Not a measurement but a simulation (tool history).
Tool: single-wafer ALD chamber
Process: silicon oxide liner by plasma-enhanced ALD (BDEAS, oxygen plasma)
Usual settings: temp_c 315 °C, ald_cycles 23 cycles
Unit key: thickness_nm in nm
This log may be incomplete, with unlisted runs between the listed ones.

run    hour  temp_c  ald_cycles  wafers since the last listed run  hours since the last thermocouple change  hours since the gauge calibration  read-back reference wafer on the same gauge, thickness_nm  thickness_nm
  1       0     305          23                                 0                                       485                               20.5                                                       1.75         2.117
  2   149.3     305          23                              1555                                     634.3                              169.8                                                      1.749         2.122
  3   207.1     315          26                               602                                     692.1                              227.6                                                      1.749         2.357
  4   251.7     315          26                               464                                     736.7                              272.2                                                       1.75         2.362
  5     278     315          26                               274                                       763                              298.5                                                      1.751         2.363
  6   382.5     315          22                              1088                                     867.5                                403                                                       1.75         1.999
  7   431.9     315          23                               514                                     916.9                              452.4                                                      1.749         2.087
  8   478.7     315          23                               487                                     963.7                              499.2                                                      1.748         2.085
  9   528.4     315          23                               517                                    1013.4                              548.9                                                       1.75         2.088
 10   571.6     315          23                               450                                    1056.6                              592.1                                                      1.751         2.095
 11   636.8     315          23                               679                                    1121.8                              657.3                                                       1.75         2.104
 12     668     315          23                               325                                      1153                              688.5                                                      1.752         2.095
      725.6  -- thermocouple changed; heater temperature recalibrated
 13   739.4     310          24                               660                                      13.8                              759.9                                                       1.75         2.182
 14   788.8     310          24                               514                                      63.2                              809.3                                                      1.748          2.18
 15   839.4     300          23                               527                                     113.8                              859.9                                                      1.749         2.131
 16   929.8     302          25                               941                                     204.2                              950.3                                                      1.749         2.324
      956.5  -- gauge calibrated
 17   969.8     315          23                               416                                     244.2                               13.3                                                      1.751         2.074
 18  1016.8     315          20                               489                                     291.2                               60.3                                                      1.749         1.806
 19  1070.1     322          26                               555                                     344.5                              113.6                                                       1.75         2.329
 20  1127.5     315          23                               598                                     401.9                                171                                                      1.749         2.078
 21  1186.2     303          20                               611                                     460.6                              229.7                                                      1.748         1.845
 22  1237.7     315          27                               536                                     512.1                              281.2                                                      1.749         2.444
 23  1268.6     309          20                               321                                       543                              312.1                                                      1.752         1.824
 24  1436.8     315          23                              1752                                     711.2                              480.3                                                       1.75          2.08

The next listed run, before its measurement:
 25  1501.5     315          23                               674                                     775.9                                545                                                          ?             ?

read-back reference wafer on the same gauge, thickness_nm: 1.749
thickness_nm: 2.087 nm
On a tool with no hidden condition, and with the same random variation, this run would have come out at thickness_nm 2.071 nm.

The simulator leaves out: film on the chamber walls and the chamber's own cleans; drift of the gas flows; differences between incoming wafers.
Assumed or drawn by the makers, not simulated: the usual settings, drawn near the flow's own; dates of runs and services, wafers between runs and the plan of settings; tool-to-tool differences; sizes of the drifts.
